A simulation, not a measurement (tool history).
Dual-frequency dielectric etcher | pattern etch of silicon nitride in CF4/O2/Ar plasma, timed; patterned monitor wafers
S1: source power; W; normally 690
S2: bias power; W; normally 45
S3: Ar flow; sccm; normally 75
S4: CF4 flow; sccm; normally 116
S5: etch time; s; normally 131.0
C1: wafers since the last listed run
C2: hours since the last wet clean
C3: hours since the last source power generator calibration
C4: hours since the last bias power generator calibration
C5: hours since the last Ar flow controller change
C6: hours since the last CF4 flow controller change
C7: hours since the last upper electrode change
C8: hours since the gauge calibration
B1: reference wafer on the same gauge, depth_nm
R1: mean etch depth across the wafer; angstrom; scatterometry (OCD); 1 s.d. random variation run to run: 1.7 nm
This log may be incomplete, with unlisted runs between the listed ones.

Run 1, hour 0.0: usual settings but S1 540 W, S5 105.0 s; C1 0; C2 267.9; C3 3109.6; C4 452.2; C5 527.1; C6 2060.7; C7 531.2; C8 1213.2; B1 295.5. Result: R1 1808 angstrom.
Run 2, hour 51.7: usual settings but S4 87 sccm, S5 145.0 s; C1 494; C2 319.6; C3 3161.3; C4 503.9; C5 578.8; C6 2112.4; C7 582.9; C8 1264.9; B1 295.7. Result: R1 3154 angstrom.
Run 3, hour 119.5: usual settings but S1 770 W, S3 90 sccm, S4 137 sccm, S5 149.0 s; C1 649; C2 387.4; C3 3229.1; C4 571.7; C5 646.6; C6 2180.2; C7 650.7; C8 1332.7; B1 294.6. Result: R1 3760 angstrom.
At hour 167.7: source power generator calibrated.
Run 4, hour 182.7: usual settings; C1 566; C2 450.6; C3 15.0; C4 634.9; C5 709.8; C6 2243.4; C7 713.9; C8 1395.9; B1 294.0. Result: R1 2966 angstrom.
At hour 263.1: wet clean of the chamber.
Run 5, hour 263.6: usual settings but S2 55 W; C1 544; C2 0.5; C3 95.9; C4 715.8; C5 790.7; C6 2324.3; C7 794.8; C8 1476.8; B1 293.6. Result: R1 3123 angstrom.
Run 6, hour 293.6: usual settings but S4 135 sccm; C1 287; C2 30.5; C3 125.9; C4 745.8; C5 820.7; C6 2354.3; C7 824.8; C8 1506.8; B1 293.0. Result: R1 2976 angstrom.
At hour 322.4: gauge calibrated.
Run 7, hour 329.7: usual settings but S1 730 W, S4 109 sccm, S5 148.0 s; C1 345; C2 66.6; C3 162.0; C4 781.9; C5 856.8; C6 2390.4; C7 860.9; C8 7.3; B1 301.0. Result: R1 3586 angstrom.
Run 8, hour 371.6: usual settings but S1 580 W, S2 41 W, S3 87 sccm, S5 149.0 s; C1 401; C2 108.5; C3 203.9; C4 823.8; C5 898.7; C6 2432.3; C7 902.8; C8 49.2; B1 301.3. Result: R1 2692 angstrom.
Run 9, hour 435.4: usual settings; C1 610; C2 172.3; C3 267.7; C4 887.6; C5 962.5; C6 2496.1; C7 966.6; C8 113.0; B1 301.2. Result: R1 3016 angstrom.
At hour 454.7: CF4 flow controller replaced.
Run 10, hour 503.8: usual settings but S1 580 W, S4 99 sccm, S5 157.5 s; C1 597; C2 240.7; C3 336.1; C4 956.0; C5 1030.9; C6 49.1; C7 1035.0; C8 181.4; B1 300.9. Result: R1 2920 angstrom.
Run 11, hour 551.8: usual settings but S1 840 W, S4 131 sccm; C1 459; C2 288.7; C3 384.1; C4 1004.0; C5 1078.9; C6 97.1; C7 1083.0; C8 229.4; B1 301.0. Result: R1 3722 angstrom.
Run 12, hour 591.4: usual settings; C1 379; C2 328.3; C3 423.7; C4 1043.6; C5 1118.5; C6 136.7; C7 1122.6; C8 269.0; B1 301.1. Result: R1 2990 angstrom.
Run 13, hour 622.3: usual settings but S2 39 W, S4 88 sccm; C1 295; C2 359.2; C3 454.6; C4 1074.5; C5 1149.4; C6 167.6; C7 1153.5; C8 299.9; B1 301.7. Result: R1 2783 angstrom.
Run 14, hour 661.6: usual settings but S1 790 W, S2 40 W, S3 65 sccm, S5 114.5 s; C1 376; C2 398.5; C3 493.9; C4 1113.8; C5 1188.7; C6 206.9; C7 1192.8; C8 339.2; B1 301.1. Result: R1 2979 angstrom.
Run 15, hour 699.6: usual settings; C1 363; C2 436.5; C3 531.9; C4 1151.8; C5 1226.7; C6 244.9; C7 1230.8; C8 377.2; B1 301.2. Result: R1 3000 angstrom.
Run 16, hour 742.9: usual settings but S1 790 W, S3 63 sccm, S4 89 sccm, S5 111.0 s; C1 414; C2 479.8; C3 575.2; C4 1195.1; C5 1270.0; C6 288.2; C7 1274.1; C8 420.5; B1 300.5. Result: R1 2876 angstrom.
Run 17, hour 799.5: usual settings but S2 35 W, S4 129 sccm, S5 167.5 s; C1 541; C2 536.4; C3 631.8; C4 1251.7; C5 1326.6; C6 344.8; C7 1330.7; C8 477.1; B1 300.6. Result: R1 3647 angstrom.
Run 18, hour 861.3: usual settings; C1 591; C2 598.2; C3 693.6; C4 1313.5; C5 1388.4; C6 406.6; C7 1392.5; C8 538.9; B1 300.3. Result: R1 2992 angstrom.
At hour 909.2: wet clean of the chamber.
Run 19, hour 930.0: usual settings but S1 600 W, S4 104 sccm; C1 427; C2 20.8; C3 762.3; C4 1382.2; C5 1457.1; C6 475.3; C7 1461.2; C8 607.6; B1 299.4. Result: R1 2533 angstrom.
Run 20, hour 992.7: usual settings; C1 600; C2 83.5; C3 825.0; C4 1444.9; C5 1519.8; C6 538.0; C7 1523.9; C8 670.3; B1 299.7. Result: R1 2946 angstrom.
Run 21, hour 1053.2: usual settings but S1 550 W, S3 90 sccm, S4 125 sccm, S5 102.5 s; C1 579; C2 144.0; C3 885.5; C4 1505.4; C5 1580.3; C6 598.5; C7 1584.4; C8 730.8; B1 299.9. Result: R1 1809 angstrom.

4 ways to go on from here, each from the tool as it stands after run 21. What would each give?
Run A, hour 1053.7: usual settings but S1 630 W; C1 4; C2 144.5; C3 886.0; C4 1505.9; C5 1580.8; C6 599.0; C7 1584.9; C8 731.3; B1 ?. Result: R1 ?.
Run B, hour 1053.7: usual settings but S2 51 W, S3 68 sccm; C1 4; C2 144.5; C3 886.0; C4 1505.9; C5 1580.8; C6 599.0; C7 1584.9; C8 731.3; B1 ?. Result: R1 ?.
Run C, hour 1053.7: usual settings but S1 640 W, S4 142 sccm; C1 4; C2 144.5; C3 886.0; C4 1505.9; C5 1580.8; C6 599.0; C7 1584.9; C8 731.3; B1 ?. Result: R1 ?.
Run D, hour 1053.7: usual settings but S4 90 sccm; C1 4; C2 144.5; C3 886.0; C4 1505.9; C5 1580.8; C6 599.0; C7 1584.9; C8 731.3; B1 ?. Result: R1 ?.

run     B1    R1
  A  299.8  2728
  B  299.8  3144
  C  299.8  2830
  D  299.8  2927
With no hidden state in the tool, these same runs would have given:
run    R1
  A  2741
  B  3159
  C  2844
  D  2941
